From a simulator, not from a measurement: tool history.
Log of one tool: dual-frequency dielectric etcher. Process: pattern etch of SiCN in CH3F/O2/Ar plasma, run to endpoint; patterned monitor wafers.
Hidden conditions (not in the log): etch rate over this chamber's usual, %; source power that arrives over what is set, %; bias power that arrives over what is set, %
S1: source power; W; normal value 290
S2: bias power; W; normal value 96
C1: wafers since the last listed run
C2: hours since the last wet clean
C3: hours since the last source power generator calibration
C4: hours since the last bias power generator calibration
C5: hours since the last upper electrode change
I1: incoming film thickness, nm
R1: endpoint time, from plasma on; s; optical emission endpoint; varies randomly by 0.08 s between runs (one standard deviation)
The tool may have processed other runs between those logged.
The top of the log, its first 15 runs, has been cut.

run 16 hour=1221.8 | S1=340 S2=102 | C1=901 C2=397.2 C3=478 C4=325.3 C5=2502.1 | I1=9.9 | R1=24.3
run 17 hour=1305 | S1=290 S2=96 | C1=699 C2=480.4 C3=561.2 C4=408.5 C5=2585.3 | I1=9.87 | R1=25.9
-- hour=1331.4 wet clean of the chamber
run 18 hour=1403.2 | S1=220 S2=88 | C1=623 C2=71.8 C3=659.4 C4=506.7 C5=2683.5 | I1=9.84 | R1=29.3
run 19 hour=1472.3 | S1=290 S2=96 | C1=580 C2=140.9 C3=728.5 C4=575.8 C5=2752.6 | I1=9.98 | R1=26.4
run 20 hour=1518.7 | S1=320 S2=85 | C1=389 C2=187.3 C3=774.9 C4=622.2 C5=2799 | I1=9.94 | R1=26.5
run 21 hour=1617.2 | S1=290 S2=76 | C1=827 C2=285.8 C3=873.4 C4=720.7 C5=2897.5 | I1=9.94 | R1=28.3
run 22 hour=1719.7 | S1=230 S2=119 | C1=861 C2=388.3 C3=975.9 C4=823.2 C5=3000 | I1=9.97 | R1=25.7
-- hour=1765.7 wet clean of the chamber
-- hour=1919.6 upper electrode replaced
run 23 hour=1990.8 | S1=330 S2=82 | C1=1874 C2=225.1 C3=1247 C4=1094.3 C5=71.2 | I1=10.01 | R1=26.8
run 24 hour=2053.8 | S1=220 S2=90 | C1=529 C2=288.1 C3=1310 C4=1157.3 C5=134.2 | I1=9.95 | R1=29.1
run 25 hour=2139 | S1=240 S2=103 | C1=715 C2=373.3 C3=1395.2 C4=1242.5 C5=219.4 | I1=9.87 | R1=26.6
run 26 hour=2182.5 | S1=290 S2=96 | C1=365 C2=416.8 C3=1438.7 C4=1286 C5=262.9 | I1=10.05 | R1=26.2
-- hour=2229 wet clean of the chamber
run 27 hour=2231.8 | S1=240 S2=83 | C1=212 C2=2.8 C3=1488 C4=1335.3 C5=312.2 | I1=9.9 | R1=29.3
run 28 hour=2290.7 | S1=290 S2=96 | C1=494 C2=61.7 C3=1546.9 C4=1394.2 C5=371.1 | I1=9.98 | R1=26.4
run 29 hour=2381.9 | S1=320 S2=96 | C1=766 C2=152.9 C3=1638.1 C4=1485.4 C5=462.3 | I1=9.78 | R1=25.1
run 30 hour=2439.2 | S1=350 S2=96 | C1=481 C2=210.2 C3=1695.4 C4=1542.7 C5=519.6 | I1=9.99 | R1=24.8

Each row is a separate what-if for the run after 30, all from the same tool condition, not one after another. Results?
run A hour=2439.6 | S1=290 S2=104 | C1=3 C2=210.6 C3=1695.8 C4=1543.1 C5=520 | I1=9.93 | R1=?
run B hour=2439.6 | S1=340 S2=114 | C1=3 C2=210.6 C3=1695.8 C4=1543.1 C5=520 | I1=9.93 | R1=?
run C hour=2439.6 | S1=260 S2=96 | C1=3 C2=210.6 C3=1695.8 C4=1543.1 C5=520 | I1=9.93 | R1=?
run D hour=2439.6 | S1=270 S2=74 | C1=3 C2=210.6 C3=1695.8 C4=1543.1 C5=520 | I1=9.93 | R1=?

run=A R1=25.3
run=B R1=23.3
run=C R1=26.9
run=D R1=29.1
Without the tool's unlogged condition, the same runs would have read:
run=A R1=25.9
run=B R1=23.9
run=C R1=27.6
run=D R1=29.9
